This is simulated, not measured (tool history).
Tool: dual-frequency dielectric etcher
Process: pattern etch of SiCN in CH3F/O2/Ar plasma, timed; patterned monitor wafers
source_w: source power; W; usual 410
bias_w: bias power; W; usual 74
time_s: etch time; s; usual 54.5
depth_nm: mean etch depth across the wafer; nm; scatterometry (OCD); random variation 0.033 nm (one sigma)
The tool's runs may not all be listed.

| run | hour | source_w | bias_w | time_s | wafers since the last listed run | hours since the last wet clean | hours since the last source power generator calibration | hours since the last bias power generator calibration | hours since the last upper electrode change | hours since the gauge calibration | read-back reference wafer on the same gauge, depth_nm | depth_nm |
|---|---|---|---|---|---|---|---|---|---|---|---|---|
| 1 | 0.0 | 410 | 74 | 54.5 | 0 | 348.4 | 3108.6 | 1183.7 | 5359.9 | 503.1 | 20.30 | 20.35 |
| 2 | 43.6 | 410 | 74 | 54.5 | 697 | 392.0 | 3152.2 | 1227.3 | 5403.5 | 546.7 | 20.29 | 20.36 |
| 3 | 70.9 | 410 | 74 | 54.5 | 436 | 419.3 | 3179.5 | 1254.6 | 5430.8 | 574.0 | 20.31 | 20.30 |
|  | 105.5 | wet clean of the chamber |
| 4 | 106.8 | 360 | 74 | 54.5 | 190 | 1.3 | 3215.4 | 1290.5 | 5466.7 | 609.9 | 20.29 | 19.83 |
| 5 | 155.8 | 360 | 74 | 54.5 | 784 | 50.3 | 3264.4 | 1339.5 | 5515.7 | 658.9 | 20.30 | 19.85 |
| 6 | 205.6 | 410 | 74 | 54.5 | 796 | 100.1 | 3314.2 | 1389.3 | 5565.5 | 708.7 | 20.30 | 20.53 |
| 7 | 275.8 | 410 | 74 | 54.5 | 1123 | 170.3 | 3384.4 | 1459.5 | 5635.7 | 778.9 | 20.30 | 20.56 |
| 8 | 335.5 | 410 | 74 | 54.5 | 955 | 230.0 | 3444.1 | 1519.2 | 5695.4 | 838.6 | 20.31 | 20.59 |
|  | 447.5 | source power generator calibrated |
| 9 | 450.3 | 410 | 74 | 42.0 | 1773 | 344.8 | 2.8 | 1634.0 | 5810.2 | 953.4 | 20.31 | 15.80 |
|  | 509.8 | gauge calibrated |
| 10 | 520.9 | 410 | 86 | 60.5 | 1129 | 415.4 | 73.4 | 1704.6 | 5880.8 | 11.1 | 20.30 | 23.70 |
|  | 565.6 | wet clean of the chamber |
| 11 | 573.6 | 410 | 86 | 60.5 | 459 | 8.0 | 126.1 | 1757.3 | 5933.5 | 63.8 | 20.31 | 24.06 |
|  | 646.5 | upper electrode replaced |
| 12 | 647.0 | 350 | 74 | 54.5 | 790 | 81.4 | 199.5 | 1830.7 | 0.5 | 137.2 | 20.30 | 19.72 |
| 13 | 679.1 | 370 | 59 | 65.5 | 513 | 113.5 | 231.6 | 1862.8 | 32.6 | 169.3 | 20.31 | 22.59 |
| 14 | 726.7 | 500 | 74 | 60.0 | 761 | 161.1 | 279.2 | 1910.4 | 80.2 | 216.9 | 20.30 | 24.08 |
| 15 | 753.9 | 410 | 87 | 71.0 | 435 | 188.3 | 306.4 | 1937.6 | 107.4 | 244.1 | 20.30 | 28.20 |
|  | 775.1 | bias power generator calibrated |
| 16 | 805.5 | 410 | 74 | 54.5 | 761 | 239.9 | 358.0 | 30.4 | 159.0 | 295.7 | 20.29 | 20.26 |
| 17 | 851.6 | 410 | 74 | 63.0 | 737 | 286.0 | 404.1 | 76.5 | 205.1 | 341.8 | 20.30 | 23.43 |
| 18 | 903.5 | 360 | 65 | 45.5 | 830 | 337.9 | 456.0 | 128.4 | 257.0 | 393.7 | 20.30 | 15.64 |
| 19 | 969.8 | 340 | 74 | 54.5 | 1060 | 404.2 | 522.3 | 194.7 | 323.3 | 460.0 | 20.29 | 19.14 |
| 20 | 996.4 | 410 | 74 | 61.5 | 425 | 430.8 | 548.9 | 221.3 | 349.9 | 486.6 | 20.30 | 22.77 |
|  | 1029.6 | wet clean of the chamber |
| 21 | 1030.1 | 410 | 74 | 54.5 | 155 | 0.5 | 582.6 | 255.0 | 383.6 | 520.3 | 20.30 | 20.56 |
| 22 | 1056.8 | 380 | 74 | 54.5 | 427 | 27.2 | 609.3 | 281.7 | 410.3 | 547.0 | 20.30 | 20.08 |
| 23 | 1105.6 | 410 | 68 | 54.5 | 780 | 76.0 | 658.1 | 330.5 | 459.1 | 595.8 | 20.29 | 20.04 |
| 24 | 1159.1 | 460 | 85 | 62.5 | 856 | 129.5 | 711.6 | 384.0 | 512.6 | 649.3 | 20.30 | 25.34 |

5 ways to go on from here, each from the tool as it stands after run 24. What would each give?
| A | 1159.5 | 410 | 74 | 40.5 | 6 | 129.9 | 712.0 | 384.4 | 513.0 | 649.7 | ? | ? |
| B | 1159.5 | 410 | 74 | 68.5 | 6 | 129.9 | 712.0 | 384.4 | 513.0 | 649.7 | ? | ? |
| C | 1159.5 | 410 | 87 | 54.5 | 6 | 129.9 | 712.0 | 384.4 | 513.0 | 649.7 | ? | ? |
| D | 1159.5 | 340 | 88 | 68.0 | 6 | 129.9 | 712.0 | 384.4 | 513.0 | 649.7 | ? | ? |
| E | 1159.5 | 410 | 88 | 68.0 | 6 | 129.9 | 712.0 | 384.4 | 513.0 | 649.7 | ? | ? |

| run | read-back reference wafer on the same gauge, depth_nm | depth_nm |
|---|---|---|
| A | 20.29 | 15.20 |
| B | 20.29 | 25.70 |
| C | 20.29 | 21.50 |
| D | 20.29 | 25.50 |
| E | 20.29 | 26.92 |
Without the tool's hidden state the same runs would have given:
| run | depth_nm |
|---|---|
| A | 15.15 |
| B | 25.62 |
| C | 21.43 |
| D | 25.42 |
| E | 26.83 |
